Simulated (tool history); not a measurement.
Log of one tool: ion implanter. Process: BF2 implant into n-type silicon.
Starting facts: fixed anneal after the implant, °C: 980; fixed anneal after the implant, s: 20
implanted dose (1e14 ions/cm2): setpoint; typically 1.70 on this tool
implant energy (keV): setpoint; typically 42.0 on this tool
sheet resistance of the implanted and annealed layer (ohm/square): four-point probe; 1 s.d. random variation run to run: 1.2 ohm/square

| run | hour | implanted dose (1e14 ions/cm2) | implant energy (keV) | read-back reference wafer on the same gauge, sheet resistance | sheet resistance of the implanted and annealed layer (ohm/square) |
|---|---|---|---|---|---|
| 1 | 0.0 | 1.70 | 42.0 | 605.53 | 574.43 |
| 2 | 16.6 | 1.70 | 42.0 | 605.19 | 573.22 |
| 3 | 29.4 | 1.70 | 42.0 | 604.85 | 574.31 |
| 4 | 38.3 | 1.70 | 42.0 | 604.95 | 574.58 |
| 5 | 47.3 | 1.70 | 42.0 | 604.88 | 574.91 |
| 6 | 57.8 | 1.70 | 42.0 | 605.38 | 576.04 |
| 7 | 75.4 | 1.70 | 34.5 | 604.86 | 585.89 |
| 8 | 88.2 | 1.70 | 34.5 | 605.57 | 587.12 |
| 9 | 101.9 | 1.70 | 34.5 | 605.35 | 584.44 |
| 10 | 108.1 | 1.70 | 42.0 | 605.21 | 574.20 |
| 11 | 138.0 | 1.70 | 42.0 | 605.36 | 574.69 |
| 12 | 148.2 | 1.57 | 42.0 | 605.04 | 611.04 |
| 13 | 163.9 | 1.57 | 42.0 | 605.30 | 609.50 |
| 14 | 173.0 | 1.57 | 42.0 | 604.98 | 608.81 |
| 15 | 189.7 | 1.85 | 46.5 | 604.53 | 534.64 |
| 16 | 199.7 | 1.85 | 46.5 | 604.71 | 534.08 |
| 17 | 224.6 | 1.70 | 42.0 | 605.20 | 573.55 |
| 18 | 236.0 | 1.70 | 42.0 | 605.73 | 573.07 |
| 19 | 248.4 | 1.70 | 42.0 | 605.30 | 575.53 |
| 20 | 260.9 | 1.70 | 42.0 | 605.36 | 575.36 |
| 21 | 267.9 | 1.70 | 46.0 | 604.86 | 571.13 |
| 22 | 277.6 | 1.70 | 34.5 | 605.05 | 586.44 |
| 23 | 290.1 | 1.54 | 52.5 | 604.80 | 600.82 |
| 24 | 302.0 | 1.20 | 50.0 | 604.69 | 724.77 |
| 25 | 315.5 | 2.03 | 46.5 | 604.73 | 498.63 |
| 26 | 324.7 | 1.70 | 42.0 | 605.14 | 573.34 |
| 27 | 333.6 | 2.16 | 31.0 | 605.10 | 488.68 |
| 28 | 340.0 | 1.55 | 47.5 | 604.68 | 604.81 |
| 29 | 346.2 | 1.52 | 48.5 | 604.87 | 614.56 |
| 30 | 356.9 | 1.70 | 52.5 | 604.99 | 557.53 |
| 31 | 365.4 | 1.52 | 48.5 | 604.90 | 613.65 |
| 32 | 374.9 | 1.30 | 49.5 | 604.86 | 683.74 |
| 33 | 388.0 | 1.55 | 47.5 | 604.87 | 607.51 |
| 34 | 401.2 | 1.70 | 42.0 | 604.64 | 572.26 |
| 35 | 412.0 | 1.70 | 53.0 | 605.27 | 560.75 |
| 36 | 451.1 | 2.03 | 30.5 | 605.39 | 516.02 |
| 37 | 466.9 | 2.06 | 30.5 | 604.81 | 508.82 |

Put back what was entered between runs (4 entries, withheld): which listed runs does each sit between, and how does the hidden state differ from the listed run before to the listed run after?
In the gap between runs 6 and 7: gauge calibrated (hour 63.9)
  no hidden state differs between the two runs
In the gap between runs 19 and 20: extraction supply calibrated (hour 260.0)
  no hidden state differs between the two runs
In the gap between runs 26 and 27: Faraday cup replaced and dose calibrated (hour 333.1)
  no hidden state differs between the two runs
In the gap between runs 28 and 29: gauge calibrated (hour 343.3)
  no hidden state differs between the two runs
